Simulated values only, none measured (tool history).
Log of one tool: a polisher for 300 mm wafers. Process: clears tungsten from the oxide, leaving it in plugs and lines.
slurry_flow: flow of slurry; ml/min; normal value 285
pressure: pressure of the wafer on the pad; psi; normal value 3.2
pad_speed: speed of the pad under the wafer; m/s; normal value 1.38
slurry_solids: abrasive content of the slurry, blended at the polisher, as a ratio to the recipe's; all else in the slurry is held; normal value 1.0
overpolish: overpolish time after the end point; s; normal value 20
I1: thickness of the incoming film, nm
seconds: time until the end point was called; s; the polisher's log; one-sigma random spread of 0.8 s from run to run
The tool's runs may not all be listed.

Run 1, day 0.000: usual settings; I1 290.5. Result: seconds 62.6 s.
At day 0.625: slurry tank refilled with fresh slurry and peroxide.
Run 2, day 1.638: usual settings; I1 293.1. Result: seconds 57.6 s.
At day 3.508: worn pad replaced by a new one.
At day 3.754: slurry blender recalibrated.
At day 4.962: slurry tank refilled with fresh slurry and peroxide.
Run 3, day 5.688: usual settings; I1 293.3. Result: seconds 68.7 s.
Run 4, day 6.692: usual settings; I1 294.6. Result: seconds 69.3 s.
Run 5, day 7.733: usual settings; I1 287.7. Result: seconds 72.6 s.
At day 8.638: worn pad replaced by a new one.
Run 6, day 8.862: usual settings; I1 290.6. Result: seconds 79.3 s.
At day 9.888: slurry blender recalibrated.
At day 10.067: slurry tank refilled with fresh slurry and peroxide, repeated, since the last time left the tool worse.
Run 7, day 10.367: usual settings but slurry_solids 0.8; I1 294.4. Result: seconds 58.4 s.
Run 8, day 13.146: usual settings; I1 291.6. Result: seconds 58.9 s.
At day 13.629: worn pad replaced by a new one.
Run 9, day 14.492: usual settings but pressure 3.8 psi, overpolish 9 s; I1 292.7. Result: seconds 55.4 s.
At day 14.617: slurry tank refilled with fresh slurry and peroxide.
At day 15.188: slurry blender recalibrated.
Run 10, day 15.675: usual settings but pressure 3.5 psi; I1 292.4. Result: seconds 53.8 s.
At day 15.825: slurry nozzle cleaned.
At day 17.654: head pressure recalibrated.
Run 11, day 18.346: usual settings but pressure 3.8 psi, pad_speed 0.96 m/s; I1 291.8. Result: seconds 75.1 s.
At day 18.883: worn pad replaced by a new one.
At day 19.258: slurry tank refilled with fresh slurry and peroxide.
Run 12, day 19.467: usual settings but pressure 2.3 psi; I1 288.6. Result: seconds 71.4 s.
At day 20.075: slurry blender recalibrated.
Run 13, day 22.133: usual settings but pad_speed 1.00 m/s; I1 289.0. Result: seconds 78.7 s.
Run 14, day 23.704: usual settings but pad_speed 0.92 m/s, slurry_solids 1.2; I1 290.2. Result: seconds 90.4 s.

Alternative continuations, all from the tool just after run 14; predict every row:
Run A, day 23.721: usual settings but pressure 3.7 psi; I1 294.9. Result: seconds ?.
Run B, day 23.721: usual settings but slurry_flow 195 ml/min, pressure 2.3 psi, pad_speed 1.58 m/s, overpolish 23 s; I1 294.9. Result: seconds ?.
Run C, day 23.721: usual settings but slurry_flow 375 ml/min, pad_speed 1.72 m/s, overpolish 25 s; I1 294.9. Result: seconds ?.
Run D, day 23.721: usual settings but overpolish 29 s; I1 294.9. Result: seconds ?.
Run E, day 23.721: usual settings but pressure 2.7 psi, slurry_solids 1.1; I1 294.9. Result: seconds ?.

run  seconds
  A     55.5
  B     72.2
  C     48.6
  D     62.0
  E     69.5
With the hidden condition removed and each run's random variation left untouched, the same runs would have given:
run  seconds
  A     50.3
  B     65.4
  C     44.0
  D     56.2
  E     62.9

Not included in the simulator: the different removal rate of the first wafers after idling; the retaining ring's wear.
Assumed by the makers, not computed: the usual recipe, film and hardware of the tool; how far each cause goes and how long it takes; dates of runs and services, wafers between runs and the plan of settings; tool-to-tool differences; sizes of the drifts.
